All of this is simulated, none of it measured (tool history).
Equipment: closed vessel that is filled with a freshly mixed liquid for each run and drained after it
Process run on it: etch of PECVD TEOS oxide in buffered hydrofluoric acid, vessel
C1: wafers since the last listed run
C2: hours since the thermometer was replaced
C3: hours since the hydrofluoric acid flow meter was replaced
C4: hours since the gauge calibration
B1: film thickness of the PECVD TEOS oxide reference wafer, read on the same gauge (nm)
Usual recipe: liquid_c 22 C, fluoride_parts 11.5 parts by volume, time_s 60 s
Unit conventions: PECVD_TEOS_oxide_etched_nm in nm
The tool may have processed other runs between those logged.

{"run": 1, "hour": 0.0, "liquid_c": 25.5, "fluoride_parts": 13, "time_s": 60, "C1": 0, "C2": 250.5, "C3": 1004.3, "C4": 397.5, "B1": 119.97, "PECVD_TEOS_oxide_etched_nm": 145.77}
{"run": 2, "hour": 28.9, "liquid_c": 25.5, "fluoride_parts": 13, "time_s": 60, "C1": 2462, "C2": 279.4, "C3": 1033.2, "C4": 426.4, "B1": 119.99, "PECVD_TEOS_oxide_etched_nm": 147.46}
{"run": 3, "hour": 47.1, "liquid_c": 25.5, "fluoride_parts": 13, "time_s": 60, "C1": 1550, "C2": 297.6, "C3": 1051.4, "C4": 444.6, "B1": 120.04, "PECVD_TEOS_oxide_etched_nm": 147.2}
{"run": 4, "hour": 60.0, "liquid_c": 22, "fluoride_parts": 11.5, "time_s": 60, "C1": 1099, "C2": 310.5, "C3": 1064.3, "C4": 457.5, "B1": 119.95, "PECVD_TEOS_oxide_etched_nm": 136.24}
{"run": 5, "hour": 82.4, "liquid_c": 22, "fluoride_parts": 11.5, "time_s": 60, "C1": 1908, "C2": 332.9, "C3": 1086.7, "C4": 479.9, "B1": 119.98, "PECVD_TEOS_oxide_etched_nm": 136.87}
{"run": 6, "hour": 103.2, "liquid_c": 22, "fluoride_parts": 11.5, "time_s": 60, "C1": 1772, "C2": 353.7, "C3": 1107.5, "C4": 500.7, "B1": 119.97, "PECVD_TEOS_oxide_etched_nm": 136.67}
{"run": 7, "hour": 130.5, "liquid_c": 22, "fluoride_parts": 14, "time_s": 60, "C1": 2326, "C2": 381, "C3": 1134.8, "C4": 528, "B1": 119.96, "PECVD_TEOS_oxide_etched_nm": 113.17}
{"run": 8, "hour": 156.3, "liquid_c": 22, "fluoride_parts": 14, "time_s": 60, "C1": 2198, "C2": 406.8, "C3": 1160.6, "C4": 553.8, "B1": 119.99, "PECVD_TEOS_oxide_etched_nm": 111.1}
{"run": 9, "hour": 170.6, "liquid_c": 22, "fluoride_parts": 11.5, "time_s": 60, "C1": 1218, "C2": 421.1, "C3": 1174.9, "C4": 568.1, "B1": 119.96, "PECVD_TEOS_oxide_etched_nm": 134.95}
{"run": 10, "hour": 195.7, "liquid_c": 22, "fluoride_parts": 11.5, "time_s": 60, "C1": 2138, "C2": 446.2, "C3": 1200, "C4": 593.2, "B1": 119.99, "PECVD_TEOS_oxide_etched_nm": 136.05}
{"run": 11, "hour": 224.1, "liquid_c": 22, "fluoride_parts": 11.5, "time_s": 60, "C1": 2420, "C2": 474.6, "C3": 1228.4, "C4": 621.6, "B1": 120.04, "PECVD_TEOS_oxide_etched_nm": 134.43}
{"run": 12, "hour": 239.9, "liquid_c": 22, "fluoride_parts": 11.5, "time_s": 60, "C1": 1346, "C2": 490.4, "C3": 1244.2, "C4": 637.4, "B1": 119.99, "PECVD_TEOS_oxide_etched_nm": 134.68}
{"run": 13, "hour": 256.5, "liquid_c": 19, "fluoride_parts": 11.5, "time_s": 60, "C1": 1414, "C2": 507, "C3": 1260.8, "C4": 654, "B1": 120.03, "PECVD_TEOS_oxide_etched_nm": 113.64}
{"hour": 271.5, "done": "gauge calibrated"}
{"run": 14, "hour": 275.6, "liquid_c": 19, "fluoride_parts": 11.5, "time_s": 60, "C1": 1627, "C2": 526.1, "C3": 1279.9, "C4": 4.1, "B1": 120, "PECVD_TEOS_oxide_etched_nm": 112.91}
{"hour": 297.1, "done": "hydrofluoric acid flow meter replaced"}
{"run": 15, "hour": 375.4, "liquid_c": 19, "fluoride_parts": 11.5, "time_s": 60, "C1": 8419, "C2": 625.9, "C3": 78.3, "C4": 103.9, "B1": 120.02, "PECVD_TEOS_oxide_etched_nm": 113.39}
{"run": 16, "hour": 402.5, "liquid_c": 22, "fluoride_parts": 11.5, "time_s": 60, "C1": 2309, "C2": 653, "C3": 105.4, "C4": 131, "B1": 119.98, "PECVD_TEOS_oxide_etched_nm": 133.73}
{"run": 17, "hour": 420.7, "liquid_c": 26.5, "fluoride_parts": 11.5, "time_s": 60, "C1": 1550, "C2": 671.2, "C3": 123.6, "C4": 149.2, "B1": 120.04, "PECVD_TEOS_oxide_etched_nm": 170.12}
{"run": 18, "hour": 433.7, "liquid_c": 22, "fluoride_parts": 9, "time_s": 60, "C1": 1107, "C2": 684.2, "C3": 136.6, "C4": 162.2, "B1": 120, "PECVD_TEOS_oxide_etched_nm": 163.66}
{"run": 19, "hour": 456.7, "liquid_c": 22, "fluoride_parts": 11.5, "time_s": 60, "C1": 1960, "C2": 707.2, "C3": 159.6, "C4": 185.2, "B1": 120, "PECVD_TEOS_oxide_etched_nm": 132.16}
{"run": 20, "hour": 481.7, "liquid_c": 22, "fluoride_parts": 11.5, "time_s": 60, "C1": 2130, "C2": 732.2, "C3": 184.6, "C4": 210.2, "B1": 119.98, "PECVD_TEOS_oxide_etched_nm": 132.71}
{"run": 21, "hour": 497.3, "liquid_c": 22, "fluoride_parts": 11.5, "time_s": 60, "C1": 1329, "C2": 747.8, "C3": 200.2, "C4": 225.8, "B1": 120, "PECVD_TEOS_oxide_etched_nm": 134.9}
{"run": 22, "hour": 516.0, "liquid_c": 22, "fluoride_parts": 11.5, "time_s": 60, "C1": 1593, "C2": 766.5, "C3": 218.9, "C4": 244.5, "B1": 120.05, "PECVD_TEOS_oxide_etched_nm": 132.3}
{"run": 23, "hour": 545.6, "liquid_c": 22, "fluoride_parts": 11.5, "time_s": 40, "C1": 2522, "C2": 796.1, "C3": 248.5, "C4": 274.1, "B1": 119.97, "PECVD_TEOS_oxide_etched_nm": 87.34}
{"run": 24, "hour": 562.6, "liquid_c": 22, "fluoride_parts": 14.5, "time_s": 60, "C1": 1448, "C2": 813.1, "C3": 265.5, "C4": 291.1, "B1": 120.01, "PECVD_TEOS_oxide_etched_nm": 104.52}
{"run": 25, "hour": 586.0, "liquid_c": 22, "fluoride_parts": 11.5, "time_s": 60, "C1": 1994, "C2": 836.5, "C3": 288.9, "C4": 314.5, "B1": 120.02, "PECVD_TEOS_oxide_etched_nm": 130.45}
{"hour": 587.1, "done": "thermometer replaced"}
{"run": 26, "hour": 604.1, "liquid_c": 20, "fluoride_parts": 9, "time_s": 95, "C1": 1457, "C2": 17, "C3": 307, "C4": 332.6, "B1": 119.99, "PECVD_TEOS_oxide_etched_nm": 239.96}
{"run": 27, "hour": 619.7, "liquid_c": 22, "fluoride_parts": 11.5, "time_s": 80, "C1": 1329, "C2": 32.6, "C3": 322.6, "C4": 348.2, "B1": 119.98, "PECVD_TEOS_oxide_etched_nm": 182.58}
{"run": 28, "hour": 632.7, "liquid_c": 20, "fluoride_parts": 13, "time_s": 95, "C1": 1107, "C2": 45.6, "C3": 335.6, "C4": 361.2, "B1": 120.01, "PECVD_TEOS_oxide_etched_nm": 175.44}
{"run": 29, "hour": 668.2, "liquid_c": 22, "fluoride_parts": 11.5, "time_s": 60, "C1": 3025, "C2": 81.1, "C3": 371.1, "C4": 396.7, "B1": 119.99, "PECVD_TEOS_oxide_etched_nm": 136.84}
{"run": 30, "hour": 681.2, "liquid_c": 26, "fluoride_parts": 15, "time_s": 80, "C1": 1107, "C2": 94.1, "C3": 384.1, "C4": 409.7, "B1": 119.97, "PECVD_TEOS_oxide_etched_nm": 176.86}
{"run": 31, "hour": 714.3, "liquid_c": 22, "fluoride_parts": 9.5, "time_s": 60, "C1": 2820, "C2": 127.2, "C3": 417.2, "C4": 442.8, "B1": 120.02, "PECVD_TEOS_oxide_etched_nm": 160.89}
{"run": 32, "hour": 740.2, "liquid_c": 24, "fluoride_parts": 8.5, "time_s": 30, "C1": 2207, "C2": 153.1, "C3": 443.1, "C4": 468.7, "B1": 120, "PECVD_TEOS_oxide_etched_nm": 99.97}
{"run": 33, "hour": 768.9, "liquid_c": 19, "fluoride_parts": 11.5, "time_s": 45, "C1": 2445, "C2": 181.8, "C3": 471.8, "C4": 497.4, "B1": 119.99, "PECVD_TEOS_oxide_etched_nm": 87.31}

Below, each run's measurement less what the same run would have read without the hidden state. Both values contain the same run-to-run variation, but the gauge's scatter may not be the same in both:
Hidden conditions of the tool in this case: liquid colder than its thermometer reads (K); hydrofluoric acid flow above the setpoint (%); gauge reads high (%).
run=1 PECVD_TEOS_oxide_etched_nm=-4.49
run=2 PECVD_TEOS_oxide_etched_nm=-4.79
run=3 PECVD_TEOS_oxide_etched_nm=-5.03
run=4 PECVD_TEOS_oxide_etched_nm=-4.84
run=5 PECVD_TEOS_oxide_etched_nm=-5.09
run=6 PECVD_TEOS_oxide_etched_nm=-5.32
run=7 PECVD_TEOS_oxide_etched_nm=-4.61
run=8 PECVD_TEOS_oxide_etched_nm=-4.71
run=9 PECVD_TEOS_oxide_etched_nm=-5.88
run=10 PECVD_TEOS_oxide_etched_nm=-6.17
run=11 PECVD_TEOS_oxide_etched_nm=-6.4
run=12 PECVD_TEOS_oxide_etched_nm=-6.58
run=13 PECVD_TEOS_oxide_etched_nm=-5.8
run=14 PECVD_TEOS_oxide_etched_nm=-5.97
run=15 PECVD_TEOS_oxide_etched_nm=-6.8
run=16 PECVD_TEOS_oxide_etched_nm=-8.18
run=17 PECVD_TEOS_oxide_etched_nm=-10.29
run=18 PECVD_TEOS_oxide_etched_nm=-10.38
run=19 PECVD_TEOS_oxide_etched_nm=-8.63
run=20 PECVD_TEOS_oxide_etched_nm=-8.91
run=21 PECVD_TEOS_oxide_etched_nm=-9.21
run=22 PECVD_TEOS_oxide_etched_nm=-9.18
run=23 PECVD_TEOS_oxide_etched_nm=-6.28
run=24 PECVD_TEOS_oxide_etched_nm=-7.64
run=25 PECVD_TEOS_oxide_etched_nm=-9.76
run=26 PECVD_TEOS_oxide_etched_nm=-4.89
run=27 PECVD_TEOS_oxide_etched_nm=-3.88
run=28 PECVD_TEOS_oxide_etched_nm=-3.98
run=29 PECVD_TEOS_oxide_etched_nm=-3.38
run=30 PECVD_TEOS_oxide_etched_nm=-4.45
run=31 PECVD_TEOS_oxide_etched_nm=-4.51
run=32 PECVD_TEOS_oxide_etched_nm=-2.93
run=33 PECVD_TEOS_oxide_etched_nm=-2.86
